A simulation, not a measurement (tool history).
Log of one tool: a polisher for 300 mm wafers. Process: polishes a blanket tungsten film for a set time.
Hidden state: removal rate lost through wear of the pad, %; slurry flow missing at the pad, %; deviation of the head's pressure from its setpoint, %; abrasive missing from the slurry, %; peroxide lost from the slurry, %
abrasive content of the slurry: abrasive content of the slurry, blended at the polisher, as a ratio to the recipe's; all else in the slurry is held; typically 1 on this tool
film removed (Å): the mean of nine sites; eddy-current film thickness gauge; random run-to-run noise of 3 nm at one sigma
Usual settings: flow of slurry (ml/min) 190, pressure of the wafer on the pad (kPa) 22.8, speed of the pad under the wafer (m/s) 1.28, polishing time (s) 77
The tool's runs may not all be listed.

run   hour  flow of slurry (ml/min)  pressure of the wafer on the pad (kPa)  speed of the pad under the wafer (m/s)  abrasive content of the slurry  polishing time (s)  wafers since the last listed run  wafers polished on this pad  hours since the slurry nozzle was cleaned  hours since the head pressure was calibrated  hours since the slurry blender was calibrated  hours since the slurry got fresh peroxide  incoming thickness of the incoming film, nm  film removed (Å)
  1      0                      235                                    22.8                                    1.28                             0.9                  77                                 0                         2355                                      354.9                                         525.4                                          229.7                                      210.7                                         1456              3589
  2   32.8                      190                                    22.8                                    1.28                             0.8                  77                               376                         2731                                      387.7                                         558.2                                          262.5                                      243.5                                       1457.4              3332
  3   59.3                      190                                    22.8                                    1.28                             0.8                  77                               303                         3035                                      414.2                                         584.7                                            289                                        270                                       1462.4              3386
      63.7  -- head pressure recalibrated
      86.3  -- worn pad replaced by a new one
      87.5  -- slurry tank refilled with fresh slurry and peroxide
  4   91.1                      155                                    24.8                                    1.28                               1                  77                               284                           43                                        446                                          27.4                                          320.8                                        3.6                                       1449.6              3678
  5  123.9                      190                                    22.8                                    1.44                               1                  77                               376                          419                                      478.8                                          60.2                                          353.6                                       36.4                                       1458.8              3905
  6  147.2                      190                                    22.8                                    1.08                               1                  77                               267                          686                                      502.1                                          83.5                                          376.9                                       59.7                                       1450.3              2943
  7  168.4                      190                                    22.8                                    1.16                               1                  69                               243                          929                                      523.3                                         104.7                                          398.1                                       80.9                                       1440.3              2767
  8  184.8                      230                                    22.8                                    1.28                               1                  64                               188                         1117                                      539.7                                         121.1                                          414.5                                       97.3                                       1444.1              2923
     188.7  -- slurry nozzle cleaned
  9  197.6                      190                                    26.2                                     1.4                               1                  77                               135                         1253                                        8.9                                         133.9                                          427.3                                      110.1                                       1467.1              4118
 10  221.3                      190                                    22.8                                    1.28                               1                  77                               271                         1524                                       32.6                                         157.6                                            451                                      133.8                                       1442.7              3404
 11  255.4                      190                                    22.8                                    1.28                               1                  77                               391                         1916                                       66.7                                         191.7                                          485.1                                      167.9                                         1449              3402
 12  269.5                      190                                    25.5                                    0.98                            1.25                  88                               161                         2077                                       80.8                                         205.8                                          499.2                                        182                                       1452.2              3387
 13  300.4                      190                                    22.8                                    1.44                               1                  60                               354                         2432                                      111.7                                         236.7                                          530.1                                      212.9                                       1453.3              2917
     312.8  -- slurry blender recalibrated
 14  326.6                      190                                    17.9                                    0.96                            1.15                  77                               277                         2709                                      137.9                                         262.9                                           13.8                                      239.1                                       1436.6              2361
     357.6  -- worn pad replaced by a new one
 15  358.2                      190                                    22.8                                    1.06                               1                  91                               316                            6                                      169.5                                         294.5                                           45.4                                      270.7                                       1461.3              3477
 16  379.2                      190                                    22.8                                    1.28                               1                  77                               240                          247                                      190.5                                         315.5                                           66.4                                      291.7                                         1430              3617
     384.1  -- slurry tank refilled with fresh slurry and peroxide
 17    397                      230                                    22.8                                    1.02                               1                 103                               192                          440                                      208.3                                         333.3                                           84.2                                       12.9                                       1427.8              3932
 18  429.7                      190                                    22.8                                    1.28                               1                  77                               375                          815                                        241                                           366                                          116.9                                       45.6                                       1457.1              3621
 19  457.9                      190                                    22.8                                    1.52                            1.15                 102                               323                         1138                                      269.2                                         394.2                                          145.1                                       73.8                                       1469.2              5728
 20  481.1                      190                                    22.8                                    1.28                               1                  77                               266                         1404                                      292.4                                         417.4                                          168.3                                         97                                       1453.7              3590
 21  498.7                      190                                    22.8                                    0.96                               1                  77                               201                         1606                                        310                                           435                                          185.9                                      114.6                                       1466.7              2676
 22  511.4                      190                                    22.8                                    1.28                               1                  87                               145                         1752                                      322.7                                         447.7                                          198.6                                      127.3                                       1459.3              4038
 23  542.6                      190                                    24.8                                    0.88                               1                  92                               357                         2109                                      353.9                                         478.9                                          229.8                                      158.5                                       1477.1              3091

Forecast run 24:
      573  -- head pressure recalibrated
     628.1  -- worn pad replaced by a new one
 24   631                      190                                    22.8                                    1.38                               1                  77                               945                           33                                      442.3                                            58                                          318.2                                      246.9                                       1489.9                 ?

Run 24 yielded film removed (Å) 3779.
Take away the tool's hidden state, keep the run-to-run variation as it was, and the same run would have given film removed (Å) 3874.
